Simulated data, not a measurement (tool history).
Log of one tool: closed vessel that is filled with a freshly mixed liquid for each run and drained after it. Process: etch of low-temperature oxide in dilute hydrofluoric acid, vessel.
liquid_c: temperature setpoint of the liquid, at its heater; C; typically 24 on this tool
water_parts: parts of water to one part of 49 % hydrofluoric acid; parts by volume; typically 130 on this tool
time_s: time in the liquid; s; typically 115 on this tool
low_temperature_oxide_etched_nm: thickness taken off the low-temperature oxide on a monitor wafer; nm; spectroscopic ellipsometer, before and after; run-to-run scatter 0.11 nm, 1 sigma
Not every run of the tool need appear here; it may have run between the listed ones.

| run | hour | liquid_c | water_parts | time_s | wafers since the last listed run | hours since the thermometer was replaced | hours since the hydrofluoric acid flow meter was replaced | hours since the gauge calibration | read-back film thickness of the low-temperature oxide reference wafer, read on the same gauge (nm) | low_temperature_oxide_etched_nm |
|---|---|---|---|---|---|---|---|---|---|---|
| 1 | 0 | 24 | 130 | 115 | 0 | 445.1 | 262.7 | 1534.4 | 49.98 | 24.17 |
| 2 | 97.7 | 24 | 130 | 115 | 7118 | 542.8 | 360.4 | 1632.1 | 50.02 | 24.43 |
| 3 | 137.6 | 24 | 130 | 115 | 2907 | 582.7 | 400.3 | 1672 | 49.98 | 24.45 |
| 4 | 180.4 | 24 | 130 | 115 | 3118 | 625.5 | 443.1 | 1714.8 | 49.98 | 24.54 |
| 5 | 267.6 | 24 | 130 | 115 | 6353 | 712.7 | 530.3 | 1802 | 50.01 | 24.46 |
|  | 290.2 | hydrofluoric acid flow meter replaced |
| 6 | 325.1 | 24 | 130 | 115 | 4116 | 770.2 | 34.9 | 1859.5 | 50.02 | 25.22 |
| 7 | 366.7 | 24 | 130 | 160 | 3031 | 811.8 | 76.5 | 1901.1 | 50 | 35.13 |
| 8 | 414.8 | 24 | 130 | 160 | 3504 | 859.9 | 124.6 | 1949.2 | 50.02 | 35.05 |
| 9 | 499.9 | 24 | 130 | 160 | 6200 | 945 | 209.7 | 2034.3 | 49.99 | 35.21 |
|  | 538.8 | thermometer replaced |
|  | 553 | gauge calibrated |
| 10 | 569.9 | 28 | 130 | 115 | 5027 | 31.1 | 279.7 | 16.9 | 50 | 27.53 |
| 11 | 657.8 | 28 | 130 | 115 | 6404 | 119 | 367.6 | 104.8 | 50 | 27.59 |
| 12 | 701.7 | 24 | 130 | 115 | 3198 | 162.9 | 411.5 | 148.7 | 50.01 | 23.67 |
| 13 | 746 | 24 | 130 | 115 | 3227 | 207.2 | 455.8 | 193 | 49.98 | 23.68 |
|  | 770.9 | hydrofluoric acid flow meter replaced |
| 14 | 785.2 | 24 | 155 | 115 | 2783 | 246.4 | 14.3 | 232.2 | 50 | 19.84 |
| 15 | 875.6 | 28 | 150 | 150 | 6586 | 336.8 | 104.7 | 322.6 | 49.98 | 31.65 |
| 16 | 931.6 | 24 | 145 | 115 | 4080 | 392.8 | 160.7 | 378.6 | 50 | 21.66 |
| 17 | 1009 | 24 | 70 | 165 | 5639 | 470.2 | 238.1 | 456 | 50 | 69.63 |
| 18 | 1083.2 | 28.5 | 80 | 145 | 5406 | 544.4 | 312.3 | 530.2 | 49.99 | 64.05 |
| 19 | 1134.9 | 24 | 75 | 115 | 3766 | 596.1 | 364 | 581.9 | 50 | 45.58 |
| 20 | 1192.3 | 24 | 165 | 45 | 4182 | 653.5 | 421.4 | 639.3 | 49.99 | 7.24 |
| 21 | 1253.8 | 24 | 65 | 115 | 4480 | 715 | 482.9 | 700.8 | 49.99 | 53.21 |
|  | 1303.8 | hydrofluoric acid flow meter replaced |
| 22 | 1336.4 | 24 | 130 | 115 | 5945 | 797.6 | 32.6 | 783.4 | 50.01 | 25.2 |
| 23 | 1439.8 | 25.5 | 130 | 115 | 7533 | 901 | 136 | 886.8 | 50 | 26.59 |
| 24 | 1514.9 | 24 | 130 | 115 | 5471 | 976.1 | 211.1 | 961.9 | 50 | 25.17 |

Forecast run 25:
|  | 1615.8 | thermometer replaced |
| 25 | 1621.3 | 24 | 130 | 115 | 7679 | 5.5 | 317.5 | 1068.3 | ? | ? |

read-back film thickness of the low-temperature oxide reference wafer, read on the same gauge (nm): 50
low_temperature_oxide_etched_nm: 23.78 nm
Take away the tool's hidden state, keep the run-to-run variation as it was, and the same run would have given low_temperature_oxide_etched_nm 24.22 nm.
